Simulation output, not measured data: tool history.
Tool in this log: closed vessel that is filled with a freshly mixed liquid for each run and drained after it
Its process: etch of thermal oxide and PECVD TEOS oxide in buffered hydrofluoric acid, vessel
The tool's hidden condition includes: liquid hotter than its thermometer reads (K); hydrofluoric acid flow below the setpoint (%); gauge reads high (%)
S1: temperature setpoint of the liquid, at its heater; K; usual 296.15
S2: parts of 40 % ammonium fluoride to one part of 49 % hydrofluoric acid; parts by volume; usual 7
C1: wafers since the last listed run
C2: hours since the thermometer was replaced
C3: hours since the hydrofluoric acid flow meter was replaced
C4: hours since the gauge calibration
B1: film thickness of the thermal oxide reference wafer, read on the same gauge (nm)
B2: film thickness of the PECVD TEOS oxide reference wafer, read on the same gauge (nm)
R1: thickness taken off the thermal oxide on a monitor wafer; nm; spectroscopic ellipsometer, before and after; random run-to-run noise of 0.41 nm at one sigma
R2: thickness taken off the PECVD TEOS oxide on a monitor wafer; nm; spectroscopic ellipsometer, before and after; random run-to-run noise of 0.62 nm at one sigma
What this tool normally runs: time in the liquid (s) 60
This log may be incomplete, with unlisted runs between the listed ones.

{"run": 1, "hour": 0.0, "S1": 296.15, "S2": 7, "time in the liquid (s)": 60, "C1": 0, "C2": 538.6, "C3": 419.4, "C4": 222.8, "B1": 149.95, "B2": 59.99, "R1": 96.52, "R2": 90.91}
{"run": 2, "hour": 56.8, "S1": 296.15, "S2": 7, "time in the liquid (s)": 60, "C1": 6453, "C2": 595.4, "C3": 476.2, "C4": 279.6, "B1": 150, "B2": 60.01, "R1": 95.71, "R2": 89.68}
{"run": 3, "hour": 109.9, "S1": 296.15, "S2": 7, "time in the liquid (s)": 60, "C1": 6033, "C2": 648.5, "C3": 529.3, "C4": 332.7, "B1": 149.96, "B2": 59.99, "R1": 95.95, "R2": 89.97}
{"run": 4, "hour": 185.3, "S1": 296.15, "S2": 7, "time in the liquid (s)": 60, "C1": 8566, "C2": 723.9, "C3": 604.7, "C4": 408.1, "B1": 150.02, "B2": 59.98, "R1": 96.64, "R2": 89.58}
{"run": 5, "hour": 266.3, "S1": 291.15, "S2": 7, "time in the liquid (s)": 90, "C1": 9203, "C2": 804.9, "C3": 685.7, "C4": 489.1, "B1": 149.94, "B2": 60, "R1": 109.84, "R2": 102.37}
{"run": 6, "hour": 306.7, "S1": 296.15, "S2": 7, "time in the liquid (s)": 60, "C1": 4590, "C2": 845.3, "C3": 726.1, "C4": 529.5, "B1": 149.99, "B2": 60.01, "R1": 96.37, "R2": 90.35}
{"hour": 343.3, "done": "hydrofluoric acid flow meter replaced"}
{"run": 7, "hour": 344.9, "S1": 300.65, "S2": 8, "time in the liquid (s)": 85, "C1": 4226, "C2": 883.5, "C3": 1.6, "C4": 567.7, "B1": 150, "B2": 60.01, "R1": 152.67, "R2": 139.93}
{"run": 8, "hour": 429.6, "S1": 296.15, "S2": 5, "time in the liquid (s)": 50, "C1": 9623, "C2": 968.2, "C3": 86.3, "C4": 652.4, "B1": 150.01, "B2": 59.98, "R1": 107.79, "R2": 98.62}
{"run": 9, "hour": 517.7, "S1": 293.15, "S2": 7, "time in the liquid (s)": 60, "C1": 10009, "C2": 1056.3, "C3": 174.4, "C4": 740.5, "B1": 150.05, "B2": 60.01, "R1": 82.68, "R2": 75.12}
{"run": 10, "hour": 599.3, "S1": 296.15, "S2": 7, "time in the liquid (s)": 60, "C1": 9271, "C2": 1137.9, "C3": 256, "C4": 822.1, "B1": 150.02, "B2": 60.03, "R1": 96.86, "R2": 90.09}
{"run": 11, "hour": 673.5, "S1": 296.15, "S2": 7, "time in the liquid (s)": 60, "C1": 8430, "C2": 1212.1, "C3": 330.2, "C4": 896.3, "B1": 150.01, "B2": 59.98, "R1": 96.05, "R2": 89.13}
{"run": 12, "hour": 711.6, "S1": 291.65, "S2": 5, "time in the liquid (s)": 75, "C1": 4328, "C2": 1250.2, "C3": 368.3, "C4": 934.4, "B1": 149.98, "B2": 60.02, "R1": 126.32, "R2": 116.27}
{"run": 13, "hour": 784.7, "S1": 300.15, "S2": 5, "time in the liquid (s)": 30, "C1": 8305, "C2": 1323.3, "C3": 441.4, "C4": 1007.5, "B1": 149.96, "B2": 60.02, "R1": 80.02, "R2": 74.44}
{"run": 14, "hour": 824.2, "S1": 296.15, "S2": 7, "time in the liquid (s)": 60, "C1": 4488, "C2": 1362.8, "C3": 480.9, "C4": 1047, "B1": 150, "B2": 60.01, "R1": 96.53, "R2": 89.76}
{"run": 15, "hour": 916.9, "S1": 296.15, "S2": 7, "time in the liquid (s)": 60, "C1": 10532, "C2": 1455.5, "C3": 573.6, "C4": 1139.7, "B1": 150.01, "B2": 60.01, "R1": 96.75, "R2": 89.99}
{"run": 16, "hour": 963.3, "S1": 292.65, "S2": 9, "time in the liquid (s)": 40, "C1": 5271, "C2": 1501.9, "C3": 620, "C4": 1186.1, "B1": 150, "B2": 59.98, "R1": 40.45, "R2": 37.42}
{"hour": 1022.3, "done": "hydrofluoric acid flow meter replaced"}
{"run": 17, "hour": 1056.6, "S1": 296.15, "S2": 7, "time in the liquid (s)": 60, "C1": 10487, "C2": 1595.2, "C3": 34.3, "C4": 1279.4, "B1": 150.01, "B2": 60.02, "R1": 97.17, "R2": 88.53}
{"run": 18, "hour": 1134.5, "S1": 294.65, "S2": 8, "time in the liquid (s)": 75, "C1": 8851, "C2": 1673.1, "C3": 112.2, "C4": 1357.3, "B1": 150.06, "B2": 60.04, "R1": 95.93, "R2": 88.93}
{"run": 19, "hour": 1234.6, "S1": 296.15, "S2": 9, "time in the liquid (s)": 40, "C1": 11373, "C2": 1773.2, "C3": 212.3, "C4": 1457.4, "B1": 150.01, "B2": 59.99, "R1": 49.05, "R2": 45.29}
{"hour": 1274.4, "done": "thermometer replaced"}
{"run": 20, "hour": 1275.0, "S1": 293.65, "S2": 9.5, "time in the liquid (s)": 50, "C1": 4476, "C2": 0.6, "C3": 252.7, "C4": 1497.8, "B1": 150.05, "B2": 60, "R1": 51.49, "R2": 48.27}
{"run": 21, "hour": 1381.8, "S1": 291.65, "S2": 5, "time in the liquid (s)": 40, "C1": 12134, "C2": 107.4, "C3": 359.5, "C4": 1604.6, "B1": 149.99, "B2": 59.98, "R1": 66.86, "R2": 62.62}
{"run": 22, "hour": 1471.7, "S1": 296.15, "S2": 9.5, "time in the liquid (s)": 60, "C1": 10214, "C2": 197.3, "C3": 449.4, "C4": 1694.5, "B1": 150, "B2": 60, "R1": 71.08, "R2": 66.11}
{"run": 23, "hour": 1508.4, "S1": 299.15, "S2": 8.5, "time in the liquid (s)": 85, "C1": 4169, "C2": 234, "C3": 486.1, "C4": 1731.2, "B1": 149.97, "B2": 60, "R1": 130.42, "R2": 121.04}
{"run": 24, "hour": 1614.8, "S1": 296.15, "S2": 7, "time in the liquid (s)": 60, "C1": 12089, "C2": 340.4, "C3": 592.5, "C4": 1837.6, "B1": 150.07, "B2": 59.97, "R1": 97.43, "R2": 89.38}
{"hour": 1661.5, "done": "hydrofluoric acid flow meter replaced"}
{"run": 25, "hour": 1710.6, "S1": 296.15, "S2": 7, "time in the liquid (s)": 60, "C1": 10771, "C2": 436.2, "C3": 49.1, "C4": 1933.4, "B1": 149.97, "B2": 60.03, "R1": 96.3, "R2": 88.8}

What if the next run were any one of these 5? Each begins from the tool's condition after run 25:
{"run": "A", "hour": 1711.3, "S1": 296.15, "S2": 7, "time in the liquid (s)": 60, "C1": 79, "C2": 436.9, "C3": 49.8, "C4": 1934.1, "B1": "?", "B2": "?", "R1": "?", "R2": "?"}
{"run": "B", "hour": 1711.3, "S1": 291.65, "S2": 8.5, "time in the liquid (s)": 60, "C1": 79, "C2": 436.9, "C3": 49.8, "C4": 1934.1, "B1": "?", "B2": "?", "R1": "?", "R2": "?"}
{"run": "C", "hour": 1711.3, "S1": 298.15, "S2": 5, "time in the liquid (s)": 40, "C1": 79, "C2": 436.9, "C3": 49.8, "C4": 1934.1, "B1": "?", "B2": "?", "R1": "?", "R2": "?"}
{"run": "D", "hour": 1711.3, "S1": 300.65, "S2": 5.5, "time in the liquid (s)": 60, "C1": 79, "C2": 436.9, "C3": 49.8, "C4": 1934.1, "B1": "?", "B2": "?", "R1": "?", "R2": "?"}
{"run": "E", "hour": 1711.3, "S1": 292.15, "S2": 6, "time in the liquid (s)": 60, "C1": 79, "C2": 436.9, "C3": 49.8, "C4": 1934.1, "B1": "?", "B2": "?", "R1": "?", "R2": "?"}

run=A B1=150.01 B2=59.98 R1=96.69 R2=89.76
run=B B1=150.01 B2=59.98 R1=61 R2=56.64
run=C B1=150.01 B2=59.98 R1=95.83 R2=88.97
run=D B1=150.01 B2=59.98 R1=151.64 R2=140.79
run=E B1=150.01 B2=59.98 R1=88.5 R2=82.17
Stripped of hidden state, with their random variation kept, the same runs would have yielded:
run=A R1=96.69 R2=89.76
run=B R1=61 R2=56.64
run=C R1=95.83 R2=88.97
run=D R1=151.64 R2=140.79
run=E R1=88.5 R2=82.17
